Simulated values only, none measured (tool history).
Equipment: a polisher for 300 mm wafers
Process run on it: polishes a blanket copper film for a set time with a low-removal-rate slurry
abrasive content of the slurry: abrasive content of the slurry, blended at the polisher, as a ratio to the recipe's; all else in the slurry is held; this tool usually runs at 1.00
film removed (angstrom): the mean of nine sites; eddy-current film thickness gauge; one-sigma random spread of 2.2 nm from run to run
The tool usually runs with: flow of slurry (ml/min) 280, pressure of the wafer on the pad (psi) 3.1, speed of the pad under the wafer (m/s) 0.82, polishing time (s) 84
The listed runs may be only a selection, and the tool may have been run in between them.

run   hour  flow of slurry (ml/min)  pressure of the wafer on the pad (psi)  speed of the pad under the wafer (m/s)  abrasive content of the slurry  polishing time (s)  incoming thickness of the incoming film, nm  film removed (angstrom)
  1    0.0                      280                                     3.1                                    0.82                            1.00                  84                                        699.9                     2477
  2   25.2                      200                                     3.1                                    0.82                            1.00                  84                                        706.8                     2418
      47.8  -- worn pad replaced by a new one
  3   52.7                      200                                     3.1                                    0.82                            1.00                  84                                        712.6                     2422
  4   65.0                      280                                     3.1                                    1.02                            1.00                  84                                        718.4                     3005
  5   91.0                      280                                     3.1                                    0.82                            1.00                  84                                        721.6                     2479
  6  115.0                      280                                     3.1                                    0.82                            1.00                  84                                        705.3                     2424
  7  138.3                      280                                     3.1                                    0.82                            1.00                  84                                        701.0                     2454
     161.4  -- slurry blender recalibrated
  8  163.5                      280                                     3.1                                    0.82                            0.90                  84                                        723.0                     2402
     178.5  -- worn pad replaced by a new one
  9  179.5                      280                                     3.1                                    0.82                            0.90                  84                                        714.3                     2366
 10  198.8                      280                                     3.1                                    0.82                            0.90                  84                                        711.2                     2329
     205.9  -- slurry nozzle cleaned
 11  227.4                      280                                     3.1                                    0.82                            1.00                  84                                        701.4                     2414
 12  257.6                      280                                     3.1                                    0.82                            1.00                  84                                        701.2                     2432
     265.5  -- head pressure recalibrated
 13  279.5                      280                                     3.1                                    0.82                            1.00                  84                                        706.1                     2522
 14  307.6                      280                                     3.1                                    0.82                            1.00                  90                                        709.9                     2729
     323.6  -- worn pad replaced by a new one
 15  327.6                      280                                     4.1                                    0.62                            1.20                  66                                        702.0                     2028
 16  346.5                      280                                     3.1                                    0.82                            1.00                 100                                        710.0                     3023
 17  362.3                      280                                     3.1                                    0.66                            1.00                  84                                        711.0                     2106
 18  396.0                      280                                     3.1                                    0.82                            1.00                  90                                        713.7                     2694
 19  432.0                      370                                     3.1                                    0.60                            1.00                  84                                        715.3                     1988
 20  464.0                      280                                     3.1                                    0.82                            1.00                  84                                        707.6                     2580
     478.1  -- worn pad replaced by a new one, of another model than before
 21  478.8                      360                                     3.7                                    0.82                            0.80                  84                                        717.6                     2686
 22  505.2                      280                                     3.1                                    0.82                            0.70                  60                                        717.7                     1615
     508.4  -- slurry blender recalibrated
 23  537.5                      250                                     3.1                                    0.82                            1.00                  84                                        717.9                     2477
 24  568.5                      280                                     3.5                                    0.82                            1.00                  84                                        709.7                     2687
 25  583.2                      280                                     3.1                                    0.82                            1.00                  84                                        724.9                     2512
 26  597.0                      280                                     3.1                                    0.82                            1.00                 111                                        714.3                     3338
     612.9  -- slurry nozzle cleaned
 27  618.8                      280                                     2.1                                    1.04                            1.25                  84                                        713.6                     2689

Run 28 is up next; what results do you expect?
     631.1  -- worn pad replaced by a new one
 28  640.8                      280                                     3.1                                    0.82                            1.10                  84                                        714.1                        ?

film removed (angstrom): 2533
Were there no unlogged condition in the tool, this run, its random variation unchanged, would have produced film removed (angstrom) 2565.

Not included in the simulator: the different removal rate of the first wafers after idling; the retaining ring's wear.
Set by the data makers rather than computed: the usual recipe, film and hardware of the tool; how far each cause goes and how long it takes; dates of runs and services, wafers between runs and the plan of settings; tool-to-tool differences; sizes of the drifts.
